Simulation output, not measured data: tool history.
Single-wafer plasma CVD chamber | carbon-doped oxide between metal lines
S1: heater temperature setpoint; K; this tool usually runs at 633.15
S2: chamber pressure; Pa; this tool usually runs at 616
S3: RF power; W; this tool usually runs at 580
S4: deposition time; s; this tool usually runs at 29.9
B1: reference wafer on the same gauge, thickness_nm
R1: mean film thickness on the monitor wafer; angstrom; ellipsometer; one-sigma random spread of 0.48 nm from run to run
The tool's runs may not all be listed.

run	day	S1	S2	S3	S4	B1	R1
1	0.000	633.15	703	580	29.9	182.131	1770.95
2	0.979	633.15	703	580	29.9	182.092	1776.19
3	2.142	633.15	564	580	29.9	182.062	1702.54
4	3.075	633.15	564	580	29.9	182.068	1708.16
5	4.442	633.15	564	580	29.9	182.145	1711.23
6	5.038	633.15	616	580	29.9	181.890	1733.35
7	6.054	633.15	616	580	29.9	181.985	1732.94
8	7.283	622.15	616	580	29.9	182.008	1794.15
9	8.462	633.15	616	580	29.9	181.841	1727.47
10	10.488	633.15	616	580	29.9	182.041	1740.84
# day 11.162: RF generator calibrated
11	11.938	633.15	616	580	29.9	181.939	1731.64
12	13.200	633.15	616	580	29.9	182.084	1730.34
# day 14.033: showerhead replaced
13	14.071	633.15	767	530	33.5	182.038	1892.71
# day 15.033: thermocouple changed; heater temperature recalibrated
# day 15.125: gauge calibrated
14	15.571	620.15	616	675	27.1	181.905	1808.21
15	16.762	640.15	523	665	35.7	182.084	2148.49
16	18.150	637.15	761	670	32.4	181.929	2105.09
# day 19.096: capacitance manometer re-zeroed and calibrated
17	19.342	633.15	616	580	29.9	182.167	1725.97
18	20.625	623.15	616	580	25.3	181.911	1517.50
19	21.667	625.15	616	580	29.9	181.976	1773.25
20	22.821	633.15	616	580	29.9	181.994	1735.24
21	23.592	643.15	616	580	29.9	182.000	1676.00
22	24.204	623.15	661	580	25.0	182.065	1514.38

What if the next run were any one of these 5? Each begins from the tool's condition after run 22:
A	24.221	633.15	616	540	29.9	?	?
B	24.221	628.15	616	580	29.9	?	?
C	24.221	621.15	565	535	28.3	?	?
D	24.221	633.15	729	475	29.9	?	?
E	24.221	619.15	572	625	32.9	?	?

run	B1	R1
A	181.933	1653.30
B	181.933	1758.60
C	181.933	1593.16
D	181.933	1559.48
E	181.933	2061.92
With no hidden state in the tool, these same runs would have given:
run	R1
A	1653.30
B	1758.60
C	1593.16
D	1559.48
E	2061.92
